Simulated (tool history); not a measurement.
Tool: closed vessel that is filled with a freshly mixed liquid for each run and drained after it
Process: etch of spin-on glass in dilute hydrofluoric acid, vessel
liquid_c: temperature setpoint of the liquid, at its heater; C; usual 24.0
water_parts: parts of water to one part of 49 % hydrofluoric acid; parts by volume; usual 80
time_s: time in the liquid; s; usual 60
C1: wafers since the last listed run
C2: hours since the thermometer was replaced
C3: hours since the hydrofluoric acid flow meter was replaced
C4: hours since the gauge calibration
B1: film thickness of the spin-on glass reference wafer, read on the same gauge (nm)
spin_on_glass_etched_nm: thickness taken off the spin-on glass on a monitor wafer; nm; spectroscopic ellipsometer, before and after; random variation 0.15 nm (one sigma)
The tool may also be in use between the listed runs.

run 1 hour=0.0 | liquid_c=24.0 water_parts=80 time_s=60 | C1=0 C2=1258.8 C3=532.2 C4=401.2 | B1=100.02 | spin_on_glass_etched_nm=38.83
run 2 hour=24.1 | liquid_c=24.0 water_parts=80 time_s=60 | C1=1573 C2=1282.9 C3=556.3 C4=425.3 | B1=100.00 | spin_on_glass_etched_nm=38.82
run 3 hour=37.3 | liquid_c=24.0 water_parts=80 time_s=60 | C1=861 C2=1296.1 C3=569.5 C4=438.5 | B1=99.98 | spin_on_glass_etched_nm=38.85
run 4 hour=53.1 | liquid_c=24.0 water_parts=80 time_s=60 | C1=1031 C2=1311.9 C3=585.3 C4=454.3 | B1=100.01 | spin_on_glass_etched_nm=38.81
run 5 hour=88.9 | liquid_c=24.0 water_parts=80 time_s=60 | C1=2336 C2=1347.7 C3=621.1 C4=490.1 | B1=100.00 | spin_on_glass_etched_nm=38.74
run 6 hour=122.9 | liquid_c=24.0 water_parts=80 time_s=60 | C1=2219 C2=1381.7 C3=655.1 C4=524.1 | B1=99.99 | spin_on_glass_etched_nm=38.69
run 7 hour=142.4 | liquid_c=24.0 water_parts=80 time_s=60 | C1=1272 C2=1401.2 C3=674.6 C4=543.6 | B1=100.01 | spin_on_glass_etched_nm=38.69
run 8 hour=172.4 | liquid_c=24.0 water_parts=80 time_s=60 | C1=1958 C2=1431.2 C3=704.6 C4=573.6 | B1=100.01 | spin_on_glass_etched_nm=38.63
run 9 hour=194.5 | liquid_c=24.0 water_parts=80 time_s=60 | C1=1442 C2=1453.3 C3=726.7 C4=595.7 | B1=100.01 | spin_on_glass_etched_nm=38.63
run 10 hour=225.2 | liquid_c=24.0 water_parts=80 time_s=60 | C1=2004 C2=1484.0 C3=757.4 C4=626.4 | B1=100.01 | spin_on_glass_etched_nm=38.58
run 11 hour=242.1 | liquid_c=24.0 water_parts=80 time_s=60 | C1=1103 C2=1500.9 C3=774.3 C4=643.3 | B1=100.02 | spin_on_glass_etched_nm=38.64
-- hour=256.0 gauge calibrated
run 12 hour=275.8 | liquid_c=24.0 water_parts=80 time_s=60 | C1=2199 C2=1534.6 C3=808.0 C4=19.8 | B1=100.00 | spin_on_glass_etched_nm=38.81
run 13 hour=305.3 | liquid_c=24.0 water_parts=80 time_s=60 | C1=1925 C2=1564.1 C3=837.5 C4=49.3 | B1=100.00 | spin_on_glass_etched_nm=38.56
-- hour=307.6 thermometer replaced
run 14 hour=318.8 | liquid_c=24.0 water_parts=95 time_s=60 | C1=815 C2=11.2 C3=851.0 C4=62.8 | B1=100.00 | spin_on_glass_etched_nm=33.80
run 15 hour=336.5 | liquid_c=22.5 water_parts=105 time_s=85 | C1=1155 C2=28.9 C3=868.7 C4=80.5 | B1=99.99 | spin_on_glass_etched_nm=40.53
run 16 hour=361.4 | liquid_c=24.0 water_parts=80 time_s=60 | C1=1625 C2=53.8 C3=893.6 C4=105.4 | B1=99.98 | spin_on_glass_etched_nm=40.67
-- hour=376.5 hydrofluoric acid flow meter replaced
run 17 hour=391.5 | liquid_c=24.0 water_parts=80 time_s=60 | C1=1899 C2=83.9 C3=15.0 C4=135.5 | B1=100.01 | spin_on_glass_etched_nm=40.68
run 18 hour=410.5 | liquid_c=24.0 water_parts=110 time_s=50 | C1=1240 C2=102.9 C3=34.0 C4=154.5 | B1=99.97 | spin_on_glass_etched_nm=23.85
run 19 hour=438.3 | liquid_c=29.0 water_parts=60 time_s=45 | C1=1814 C2=130.7 C3=61.8 C4=182.3 | B1=100.00 | spin_on_glass_etched_nm=51.18
run 20 hour=471.2 | liquid_c=26.5 water_parts=70 time_s=60 | C1=2147 C2=163.6 C3=94.7 C4=215.2 | B1=100.03 | spin_on_glass_etched_nm=51.84
run 21 hour=506.4 | liquid_c=24.0 water_parts=80 time_s=60 | C1=2297 C2=198.8 C3=129.9 C4=250.4 | B1=99.99 | spin_on_glass_etched_nm=40.38
run 22 hour=528.7 | liquid_c=24.0 water_parts=110 time_s=60 | C1=1455 C2=221.1 C3=152.2 C4=272.7 | B1=100.01 | spin_on_glass_etched_nm=28.47
run 23 hour=563.8 | liquid_c=28.0 water_parts=60 time_s=60 | C1=2291 C2=256.2 C3=187.3 C4=307.8 | B1=100.02 | spin_on_glass_etched_nm=65.15
run 24 hour=587.3 | liquid_c=22.0 water_parts=115 time_s=80 | C1=1534 C2=279.7 C3=210.8 C4=331.3 | B1=100.02 | spin_on_glass_etched_nm=33.34
run 25 hour=602.2 | liquid_c=24.0 water_parts=80 time_s=60 | C1=972 C2=294.6 C3=225.7 C4=346.2 | B1=100.02 | spin_on_glass_etched_nm=40.25
run 26 hour=621.2 | liquid_c=24.0 water_parts=55 time_s=60 | C1=1240 C2=313.6 C3=244.7 C4=365.2 | B1=100.02 | spin_on_glass_etched_nm=60.33

Forecast each of these 4 alternatives for the next run:
run A hour=621.9 | liquid_c=24.0 water_parts=80 time_s=30 | C1=45 C2=314.3 C3=245.4 C4=365.9 | B1=? | spin_on_glass_etched_nm=?
run B hour=621.9 | liquid_c=20.5 water_parts=90 time_s=90 | C1=45 C2=314.3 C3=245.4 C4=365.9 | B1=? | spin_on_glass_etched_nm=?
run C hour=621.9 | liquid_c=29.0 water_parts=50 time_s=70 | C1=45 C2=314.3 C3=245.4 C4=365.9 | B1=? | spin_on_glass_etched_nm=?
run D hour=621.9 | liquid_c=24.0 water_parts=80 time_s=45 | C1=45 C2=314.3 C3=245.4 C4=365.9 | B1=? | spin_on_glass_etched_nm=?

run=A B1=100.01 spin_on_glass_etched_nm=20.14
run=B B1=100.01 spin_on_glass_etched_nm=46.01
run=C B1=100.01 spin_on_glass_etched_nm=95.69
run=D B1=100.01 spin_on_glass_etched_nm=30.21
Without the tool's hidden state the same runs would have given:
run=A spin_on_glass_etched_nm=20.54
run=B spin_on_glass_etched_nm=46.93
run=C spin_on_glass_etched_nm=97.53
run=D spin_on_glass_etched_nm=30.80

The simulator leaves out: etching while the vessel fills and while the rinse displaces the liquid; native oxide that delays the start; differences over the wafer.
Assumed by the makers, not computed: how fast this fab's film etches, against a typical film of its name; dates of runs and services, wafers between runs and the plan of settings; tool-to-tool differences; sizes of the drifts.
